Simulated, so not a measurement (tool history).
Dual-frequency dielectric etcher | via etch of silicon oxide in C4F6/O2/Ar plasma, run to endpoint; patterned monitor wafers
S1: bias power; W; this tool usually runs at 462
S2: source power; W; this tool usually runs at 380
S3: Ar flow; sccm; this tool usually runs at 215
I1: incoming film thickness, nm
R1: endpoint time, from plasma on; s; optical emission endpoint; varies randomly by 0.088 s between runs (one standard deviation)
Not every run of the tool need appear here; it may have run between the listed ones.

run,hour,S1,S2,S3,I1,R1
1,0,462,380,215,77.5,19.1
# hour 30.3: wet clean of the chamber
2,49,462,380,215,76.8,18.3
3,91.7,462,380,215,77.1,18.7
4,123.6,427,380,215,76.6,19.1
5,154.1,427,380,215,76,19.3
6,223,427,380,215,76.1,19.3
7,247.5,462,380,179,76.5,18.3
8,284.3,462,380,179,76.5,18.4
# hour 431.4: wet clean of the chamber
9,448.6,462,380,215,77.1,18.7
10,487.3,462,380,215,76.1,18.4
# hour 574.2: upper electrode replaced
11,574.7,462,380,198,76.4,18.4
12,605.7,392,440,215,76.9,19.4
13,650.3,392,440,215,76.2,19.3
# hour 660.3: Ar flow controller replaced
# hour 702.5: source power generator calibrated
14,785,392,440,215,77.1,19.9
15,846.2,574,470,243,76.2,16
# hour 887.4: wet clean of the chamber
16,909,462,380,215,76.8,18.6
17,962,462,380,215,76.4,18.6
18,1002.7,399,380,215,76.1,20.1
19,1044.7,494,280,164,76.9,20.1
20,1109.3,462,380,215,77,19
21,1171.1,462,320,170,76.7,19.9
# hour 1196.9: bias power generator calibrated
22,1214,383,460,180,75.9,19
23,1272.4,462,380,215,76.4,19.4
24,1306.7,555,420,215,76.7,16.9
# hour 1380.2: wet clean of the chamber
25,1380.7,462,380,215,76.4,18.2
26,1434.7,570,280,215,76.6,18.7
27,1469.3,462,380,215,76.9,18.4
28,1527.5,536,380,174,76.7,16.8
29,1590.3,462,440,247,76,17.7

Forecast each of these 3 alternatives for the next run:
A,1590.7,462,380,178,76.7,?
B,1590.7,432,380,215,76.7,?
C,1590.7,554,380,215,76.7,?

run,R1
A,18.3
B,19.4
C,17.1
Take away the tool's hidden state, keep each run's random variation, and the runs would have read:
run,R1
A,17.8
B,18.9
C,16.7
